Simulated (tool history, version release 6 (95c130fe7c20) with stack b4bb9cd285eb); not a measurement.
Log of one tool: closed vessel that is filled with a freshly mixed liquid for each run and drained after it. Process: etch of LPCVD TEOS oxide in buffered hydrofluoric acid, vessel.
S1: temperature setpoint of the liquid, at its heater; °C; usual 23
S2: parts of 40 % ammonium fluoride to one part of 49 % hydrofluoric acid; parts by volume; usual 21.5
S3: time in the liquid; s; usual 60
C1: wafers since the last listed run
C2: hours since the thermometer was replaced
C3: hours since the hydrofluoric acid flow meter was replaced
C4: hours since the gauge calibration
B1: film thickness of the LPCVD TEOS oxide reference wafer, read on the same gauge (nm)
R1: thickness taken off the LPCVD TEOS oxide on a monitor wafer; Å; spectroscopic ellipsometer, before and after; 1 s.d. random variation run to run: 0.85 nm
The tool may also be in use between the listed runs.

| run | hour | S1 | S2 | S3 | C1 | C2 | C3 | C4 | B1 | R1 |
|---|---|---|---|---|---|---|---|---|---|---|
| 1 | 0 | 23 | 21.5 | 60 | 0 | 911.1 | 103.2 | 241 | 40.04 | 1296.4 |
| 2 | 69.8 | 23 | 25 | 60 | 5035 | 980.9 | 173 | 310.8 | 40.02 | 1176.9 |
| 3 | 170.6 | 23 | 25 | 60 | 7271 | 1081.7 | 273.8 | 411.6 | 40.02 | 1165.3 |
| 4 | 271.9 | 23 | 25 | 60 | 7307 | 1183 | 375.1 | 512.9 | 40.01 | 1170.5 |
| 5 | 542.6 | 23 | 21.5 | 60 | 19527 | 1453.7 | 645.8 | 783.6 | 40 | 1284 |
| 6 | 600 | 23 | 21.5 | 60 | 4140 | 1511.1 | 703.2 | 841 | 40.03 | 1282.9 |
| 7 | 636.8 | 23 | 21.5 | 60 | 2654 | 1547.9 | 740 | 877.8 | 39.96 | 1279.4 |
| 8 | 709.5 | 23 | 21.5 | 45 | 5244 | 1620.6 | 812.7 | 950.5 | 40.06 | 968.5 |
| 9 | 755 | 23 | 18 | 60 | 3282 | 1666.1 | 858.2 | 996 | 40.03 | 1472.7 |
| 10 | 852.3 | 23 | 18 | 60 | 7018 | 1763.4 | 955.5 | 1093.3 | 39.95 | 1464.4 |
| 11 | 945.7 | 23 | 21.5 | 60 | 6737 | 1856.8 | 1048.9 | 1186.7 | 40 | 1284.6 |
|  | 978.3 | thermometer replaced |
| 12 | 1025.9 | 21 | 21.5 | 60 | 5713 | 47.6 | 1129.1 | 1266.9 | 40.01 | 1143.3 |

What does the tool deliver on the next run?
| 13 | 1062.8 | 23 | 21.5 | 60 | 2661 | 84.5 | 1166 | 1303.8 | ? | ? |

B1: 39.98
R1: 1273 Å
If the tool had no hidden condition, the same run with the same run-to-run variation would have returned R1 1306 Å.
